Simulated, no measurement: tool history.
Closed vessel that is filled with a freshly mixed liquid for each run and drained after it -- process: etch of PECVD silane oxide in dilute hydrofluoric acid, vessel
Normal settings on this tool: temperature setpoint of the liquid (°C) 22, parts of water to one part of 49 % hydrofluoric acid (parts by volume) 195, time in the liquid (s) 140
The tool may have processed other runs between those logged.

run    hour  temperature setpoint of the liquid (°C)  parts of water to one part of 49 % hydrofluoric acid (parts by volume)  time in the liquid (s)  read-back film thickness of the PECVD silane oxide reference wafer, read on the same gauge (nm)  thickness taken off the PECVD silane oxide on a monitor wafer (nm)
  1       0                                       22                                                                     195                     140                                                                                           100.02                                                               10.11
  2    26.4                                       22                                                                     195                     170                                                                                           100.03                                                               12.14
  3    92.2                                       23                                                                     195                     140                                                                                              100                                                               10.44
  4     144                                       23                                                                     195                     140                                                                                            99.99                                                                10.5
  5   213.2                                       23                                                                     195                     140                                                                                            99.99                                                               10.33
  6   252.5                                       22                                                                     195                     140                                                                                           100.01                                                                9.98
  7   295.5                                       22                                                                     195                     140                                                                                            99.99                                                                9.84
        321  -- hydrofluoric acid flow meter replaced
  8   321.6                                       22                                                                     195                     140                                                                                           100.03                                                               10.07
  9   376.3                                       22                                                                     195                     140                                                                                            99.99                                                                10.1
 10   401.5                                       22                                                                     195                     140                                                                                            99.98                                                                9.99
 11   427.8                                       22                                                                     195                     140                                                                                           100.02                                                                9.84
 12   467.9                                       22                                                                     195                     140                                                                                            99.99                                                                 9.9
      606.8  -- thermometer replaced
 13   663.6                                       22                                                                     195                     140                                                                                            99.98                                                               10.36
 14   709.6                                       22                                                                     195                     140                                                                                            99.99                                                               10.37
      738.9  -- hydrofluoric acid flow meter replaced
 15   740.5                                     20.5                                                                      95                     175                                                                                              100                                                               28.05
 16   771.8                                       22                                                                     240                     140                                                                                              100                                                                8.15
 17   811.9                                       22                                                                     195                     140                                                                                              100                                                               10.46
 18   879.8                                       20                                                                     195                     220                                                                                           100.01                                                               15.29
 19   948.2                                     17.5                                                                     195                     140                                                                                              100                                                                8.72
 20   982.2                                       24                                                                     195                     140                                                                                            99.98                                                               11.17
 21  1034.1                                       22                                                                     195                     140                                                                                            99.99                                                               10.39
 22  1099.3                                       19                                                                     285                     110                                                                                            99.97                                                                4.65
     1118.7  -- gauge calibrated
     1133.5  -- hydrofluoric acid flow meter replaced
 23  1168.3                                     26.5                                                                     285                     140                                                                                            99.97                                                                7.66
 24  1194.8                                       22                                                                     195                     140                                                                                              100                                                               10.39
 25  1244.6                                       24                                                                     105                      65                                                                                            99.98                                                               10.56
 26  1308.1                                       19                                                                     145                     140                                                                                            99.99                                                               13.09
 27  1366.8                                       22                                                                     195                     140                                                                                            99.98                                                               10.21
 28  1398.4                                       22                                                                     195                     140                                                                                           100.02                                                               10.25
 29  1454.9                                       25                                                                     165                     140                                                                                           100.02                                                               14.03
 30    1520                                       24                                                                     290                     220                                                                                           100.01                                                               10.59
     1546.4  -- hydrofluoric acid flow meter replaced
 31  1582.2                                       17                                                                     195                     140                                                                                            99.98                                                                8.32
 32  1642.7                                       22                                                                     195                     140                                                                                           100.01                                                               10.31

Some steps in thickness taken off the PECVD silane oxide on a monitor wafer (nm) between neighbouring runs. How much of each would the tool show without its hidden state too (settings, what came in, random variation), and how much is left for the hidden state, with any gauge scatter that isn't in both results?
The hidden state here: liquid colder than its thermometer reads (K); hydrofluoric acid flow below the setpoint (%); gauge reads high (%).
Run 12 -> 13: thermometer replaced. thickness taken off the PECVD silane oxide on a monitor wafer (nm) +0.46: hidden state +0.49, all else -0.03.
Run 14 -> 15: temperature setpoint of the liquid (°C) 22 -> 20.5, parts of water to one part of 49 % hydrofluoric acid (parts by volume) 195 -> 95, time in the liquid (s) 140 -> 175, hydrofluoric acid flow meter replaced. thickness taken off the PECVD silane oxide on a monitor wafer (nm) +17.68: hidden state -0.19, all else +17.87.
Run 15 -> 16: temperature setpoint of the liquid (°C) 20.5 -> 22, parts of water to one part of 49 % hydrofluoric acid (parts by volume) 95 -> 240, time in the liquid (s) 175 -> 140. thickness taken off the PECVD silane oxide on a monitor wafer (nm) -19.9: hidden state +0.2, all else -20.1.
Run 18 -> 19: temperature setpoint of the liquid (°C) 20 -> 17.5, time in the liquid (s) 220 -> 140. thickness taken off the PECVD silane oxide on a monitor wafer (nm) -6.57: hidden state +0.07, all else -6.64.
